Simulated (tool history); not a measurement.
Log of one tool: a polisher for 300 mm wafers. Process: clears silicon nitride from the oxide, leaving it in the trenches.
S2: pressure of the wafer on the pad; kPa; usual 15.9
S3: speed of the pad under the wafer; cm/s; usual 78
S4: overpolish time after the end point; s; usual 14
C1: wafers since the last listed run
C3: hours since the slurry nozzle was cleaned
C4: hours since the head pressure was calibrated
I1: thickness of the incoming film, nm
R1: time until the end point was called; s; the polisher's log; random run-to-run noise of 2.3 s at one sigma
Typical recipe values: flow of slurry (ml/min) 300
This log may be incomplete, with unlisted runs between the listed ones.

Run 1, hour 0: usual settings; C1 0; wafers polished on this pad 454; C3 144.7; C4 1107.1; I1 78.7. Result: R1 130.2 s.
Run 2, hour 24.7: usual settings; C1 106; wafers polished on this pad 560; C3 169.4; C4 1131.8; I1 79.6. Result: R1 126 s.
Run 3, hour 41.9: usual settings; C1 74; wafers polished on this pad 635; C3 186.6; C4 1149; I1 80. Result: R1 134.6 s.
Run 4, hour 60.7: usual settings but S3 70 cm/s; C1 81; wafers polished on this pad 716; C3 205.4; C4 1167.8; I1 79.4. Result: R1 144.5 s.
At hour 80.4: worn pad replaced by a new one.
Run 5, hour 80.9: usual settings but S3 84 cm/s; C1 69; wafers polished on this pad 2; C3 225.6; C4 1188; I1 79.9. Result: R1 125.5 s.
Run 6, hour 91.5: usual settings but S3 84 cm/s; C1 45; wafers polished on this pad 47; C3 236.2; C4 1198.6; I1 80. Result: R1 123.8 s.
Run 7, hour 115.4: usual settings; C1 103; wafers polished on this pad 150; C3 260.1; C4 1222.5; I1 80.7. Result: R1 133.1 s.
Run 8, hour 129.4: usual settings; C1 60; wafers polished on this pad 211; C3 274.1; C4 1236.5; I1 79.6. Result: R1 132.5 s.
Run 9, hour 145.2: usual settings; C1 68; wafers polished on this pad 279; C3 289.9; C4 1252.3; I1 80.1. Result: R1 133.1 s.
Run 10, hour 169.1: usual settings but flow of slurry (ml/min) 270; C1 103; wafers polished on this pad 382; C3 313.8; C4 1276.2; I1 79.6. Result: R1 131.6 s.
Run 11, hour 200.1: usual settings; C1 133; wafers polished on this pad 516; C3 344.8; C4 1307.2; I1 81.1. Result: R1 132.3 s.
Run 12, hour 215.3: usual settings; C1 65; wafers polished on this pad 581; C3 360; C4 1322.4; I1 79.9. Result: R1 131.6 s.
Run 13, hour 246.6: usual settings; C1 135; wafers polished on this pad 716; C3 391.3; C4 1353.7; I1 80. Result: R1 133.7 s.
Run 14, hour 268.1: usual settings but S2 13.1 kPa, S4 7 s; C1 92; wafers polished on this pad 809; C3 412.8; C4 1375.2; I1 80.3. Result: R1 157.4 s.
At hour 270.6: head pressure recalibrated.
Run 15, hour 284.6: usual settings but S2 20.7 kPa, S3 86 cm/s, S4 11 s; C1 62; wafers polished on this pad 872; C3 429.3; C4 14; I1 80.1. Result: R1 91.2 s.
At hour 290.2: slurry nozzle cleaned.
At hour 295.2: worn pad replaced by a new one.
Run 16, hour 389.8: usual settings but flow of slurry (ml/min) 400, S3 70 cm/s, S4 20 s; C1 432; wafers polished on this pad 408; C3 99.6; C4 119.2; I1 81.1. Result: R1 147.6 s.
Run 17, hour 403.1: usual settings; C1 57; wafers polished on this pad 465; C3 112.9; C4 132.5; I1 81.4. Result: R1 135.9 s.
Run 18, hour 415.7: usual settings but S4 8 s; C1 54; wafers polished on this pad 519; C3 125.5; C4 145.1; I1 78.7. Result: R1 128.8 s.
Run 19, hour 450.9: usual settings but S3 86 cm/s; C1 151; wafers polished on this pad 671; C3 160.7; C4 180.3; I1 78.8. Result: R1 121.7 s.
Run 20, hour 469.8: usual settings but flow of slurry (ml/min) 205, S2 20.7 kPa; C1 81; wafers polished on this pad 753; C3 179.6; C4 199.2; I1 79.3. Result: R1 106.1 s.
At hour 485.3: worn pad replaced by a new one.
Run 21, hour 502.8: usual settings but S2 19.3 kPa, S3 60 cm/s; C1 125; wafers polished on this pad 75; C3 212.6; C4 232.2; I1 79.8. Result: R1 145.4 s.
Run 22, hour 546.2: usual settings but S2 13.1 kPa, S4 11 s; C1 187; wafers polished on this pad 262; C3 256; C4 275.6; I1 80.5. Result: R1 163.8 s.
Run 23, hour 576.2: usual settings but flow of slurry (ml/min) 405; C1 129; wafers polished on this pad 392; C3 286; C4 305.6; I1 80.9. Result: R1 133.4 s.
Run 24, hour 595.7: usual settings but S4 19 s; C1 84; wafers polished on this pad 476; C3 305.5; C4 325.1; I1 79.2. Result: R1 133.5 s.

Predict each of these 5 candidate next runs independently; none follows another, all start after run 24:
Run A, hour 596.2: usual settings; C1 2; wafers polished on this pad 478; C3 306; C4 325.6; I1 80.7. Result: R1 ?.
Run B, hour 596.2: usual settings but S2 17.9 kPa, S3 64 cm/s, S4 19 s; C1 2; wafers polished on this pad 478; C3 306; C4 325.6; I1 80.7. Result: R1 ?.
Run C, hour 596.2: usual settings but S3 106 cm/s, S4 19 s; C1 2; wafers polished on this pad 478; C3 306; C4 325.6; I1 80.7. Result: R1 ?.
Run D, hour 596.2: usual settings but S4 11 s; C1 2; wafers polished on this pad 478; C3 306; C4 325.6; I1 80.7. Result: R1 ?.
Run E, hour 596.2: usual settings but S2 11.7 kPa, S3 54 cm/s; C1 2; wafers polished on this pad 478; C3 306; C4 325.6; I1 80.7. Result: R1 ?.

run     R1
  A  137.8
  B  148.6
  C  101.4
  D  137.8
  E  269.3
The same runs, with their run-to-run variation unchanged, on a tool lacking any hidden condition would have given:
run     R1
  A  137.8
  B  148.6
  C  101.4
  D  137.8
  E  269.3
